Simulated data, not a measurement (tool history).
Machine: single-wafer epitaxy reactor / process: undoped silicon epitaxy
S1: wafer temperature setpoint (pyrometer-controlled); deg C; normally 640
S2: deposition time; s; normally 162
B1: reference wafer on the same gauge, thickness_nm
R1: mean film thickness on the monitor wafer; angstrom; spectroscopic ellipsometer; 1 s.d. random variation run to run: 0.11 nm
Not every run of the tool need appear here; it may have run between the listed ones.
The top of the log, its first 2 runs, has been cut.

run    day   S1   S2      B1      R1
  3  0.838  640  162  22.890  242.28
  4  1.158  640  162  22.878  242.81
  5  1.767  640  162  22.917  243.95
  6  2.438  640  162  22.934  246.78
  7  2.817  640  162  22.887  245.55
  8  3.142  640  162  22.913  249.07
  9  3.467  640  162  22.910  246.29
 10  3.875  640  162  22.909  247.21
 11  4.296  640  136  22.899  207.73
 12  6.088  640  181  22.918  277.86
 13  6.629  651  182  22.882  369.00
     7.338  -- gauge calibrated
 14  7.354  640  139  22.898  215.43
 15  7.692  640  139  22.933  216.04
 16  8.025  640  162  22.876  250.16
 17  8.608  640  162  22.902  252.74
 18  9.042  640  138  22.904  212.37

What does the tool deliver on the next run?
 19  9.388  644  182   ?   ?

Run 19 produced B1 22.886, R1 314.75 angstrom.
The same run, on a tool lacking any hidden state, would have yielded R1 261.40 angstrom.
